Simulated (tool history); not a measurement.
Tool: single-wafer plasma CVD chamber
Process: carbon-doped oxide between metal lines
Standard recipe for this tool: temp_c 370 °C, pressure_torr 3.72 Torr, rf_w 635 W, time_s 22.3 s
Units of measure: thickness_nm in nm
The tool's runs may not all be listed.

run    hour  temp_c  pressure_torr  rf_w  time_s  wafers since the last listed run  hours since the last thermocouple change  hours since the last RF generator calibration  hours since the last manometer calibration  hours since the showerhead was replaced  hours since the gauge calibration  read-back reference wafer on the same gauge, thickness_nm  thickness_nm
  1     0.0     370           3.72   635    22.3                                 0                                     240.9                                          711.4                                       613.8                                   2685.1                             2109.5                                                    103.069       120.252
  2    88.4     370           3.72   635    22.3                              2604                                     329.3                                          799.8                                       702.2                                   2773.5                             2197.9                                                    103.105       120.002
  3   164.4     370           3.72   635    22.3                              2239                                     405.3                                          875.8                                       778.2                                   2849.5                             2273.9                                                    102.968       119.656
  4   264.1     370           3.04   635    23.9                              2937                                     505.0                                          975.5                                       877.9                                   2949.2                             2373.6                                                    102.950       125.512
  5   308.2     370           3.72   665    22.3                              1299                                     549.1                                         1019.6                                       922.0                                   2993.3                             2417.7                                                    103.025       123.364
  6   355.6     370           3.72   665    22.3                              1396                                     596.5                                         1067.0                                       969.4                                   3040.7                             2465.1                                                    102.938       123.254
  7   428.5     370           3.72   635    22.3                              2147                                     669.4                                         1139.9                                      1042.3                                   3113.6                             2538.0                                                    103.014       119.248
      474.4  -- gauge calibrated
      478.5  -- RF generator calibrated
  8   493.7     370           3.72   635    22.3                              1685                                     734.6                                           15.2                                      1107.5                                   3178.8                               19.3                                                    102.957       122.230
  9   564.3     370           3.72   635    22.3                              2079                                     805.2                                           85.8                                      1178.1                                   3249.4                               89.9                                                    103.039       121.914
 10   648.2     370           3.72   635    23.9                              2471                                     889.1                                          169.7                                      1262.0                                   3333.3                              173.8                                                    103.010       130.229
 11   694.4     370           3.72   745    22.3                              1361                                     935.3                                          215.9                                      1308.2                                   3379.5                              220.0                                                    102.932       136.869
 12   757.1     374           3.14   635    18.1                              1847                                     998.0                                          278.6                                      1370.9                                   3442.2                              282.7                                                    102.955        96.483
 13   862.7     370           3.25   545    22.3                              3111                                    1103.6                                          384.2                                      1476.5                                   3547.8                              388.3                                                    102.925       107.550
 14   950.0     370           3.72   530    22.3                              2571                                    1190.9                                          471.5                                      1563.8                                   3635.1                              475.6                                                    102.999       105.881
 15  1049.6     370           3.72   635    22.3                              2934                                    1290.5                                          571.1                                      1663.4                                   3734.7                              575.2                                                    103.027       121.284
 16  1147.2     370           3.36   515    19.1                              2875                                    1388.1                                          668.7                                      1761.0                                   3832.3                              672.8                                                    102.996        88.295
 17  1245.8     370           3.72   635    22.3                              2904                                    1486.7                                          767.3                                      1859.6                                   3930.9                              771.4                                                    103.078       120.656
 18  1304.0     370           3.72   635    19.4                              1714                                    1544.9                                          825.5                                      1917.8                                   3989.1                              829.6                                                    103.012       105.381
     1338.3  -- capacitance manometer re-zeroed and calibrated
 19  1376.0     360           2.98   745    19.3                              1885                                    1616.9                                          897.5                                        37.7                                   4061.1                              901.6                                                    103.052       117.763
     1482.0  -- showerhead replaced
 20  1483.5     385           3.72   635    22.3                              2931                                    1724.4                                         1005.0                                       145.2                                      1.5                             1009.1                                                    102.928       115.180
 21  1556.2     370           3.72   635    21.0                              2141                                    1797.1                                         1077.7                                       217.9                                     74.2                             1081.8                                                    103.010       111.728
 22  1598.4     370           3.72   635    22.3                              1243                                    1839.3                                         1119.9                                       260.1                                    116.4                             1124.0                                                    103.020       118.569
 23  1686.1     370           3.72   635    24.2                              2583                                    1927.0                                         1207.6                                       347.8                                    204.1                             1211.7                                                    103.048       128.907
 24  1761.3     370           3.72   740    22.3                              2215                                    2002.2                                         1282.8                                       423.0                                    279.3                             1286.9                                                    103.034       131.715
     1784.0  -- RF generator calibrated
     1803.9  -- thermocouple changed; heater temperature recalibrated
 25  2050.4     370           3.72   635    22.3                              8045                                     246.5                                          266.4                                       712.1                                    568.4                             1576.0                                                    103.034       120.376
 26  2134.4     370           3.72   635    22.3                              2474                                     330.5                                          350.4                                       796.1                                    652.4                             1660.0                                                    102.998       120.838
 27  2195.8     370           3.72   635    26.4                              1808                                     391.9                                          411.8                                       857.5                                    713.8                             1721.4                                                    103.053       141.891
 28  2414.7     370           3.72   635    22.3                              6449                                     610.8                                          630.7                                      1076.4                                    932.7                             1940.3                                                    102.978       121.044

Each row is a separate what-if for the run after 28, all from the same tool condition, not one after another. Results?
  A  2415.1     370           3.72   635    22.3                                11                                     611.2                                          631.1                                      1076.8                                    933.1                             1940.7                                                          ?             ?
  B  2415.1     384           4.37   600    23.4                                11                                     611.2                                          631.1                                      1076.8                                    933.1                             1940.7                                                          ?             ?
  C  2415.1     359           2.92   535    22.3                                11                                     611.2                                          631.1                                      1076.8                                    933.1                             1940.7                                                          ?             ?
  D  2415.1     370           3.24   635    26.4                                11                                     611.2                                          631.1                                      1076.8                                    933.1                             1940.7                                                          ?             ?

run  read-back reference wafer on the same gauge, thickness_nm  thickness_nm
  A                                                    103.031       120.807
  B                                                    103.031       119.529
  C                                                    103.031       107.702
  D                                                    103.031       140.770
With the hidden condition removed and each run's random variation left untouched, the same runs would have given:
run  thickness_nm
  A       121.306
  B       120.281
  C       108.056
  D       141.352

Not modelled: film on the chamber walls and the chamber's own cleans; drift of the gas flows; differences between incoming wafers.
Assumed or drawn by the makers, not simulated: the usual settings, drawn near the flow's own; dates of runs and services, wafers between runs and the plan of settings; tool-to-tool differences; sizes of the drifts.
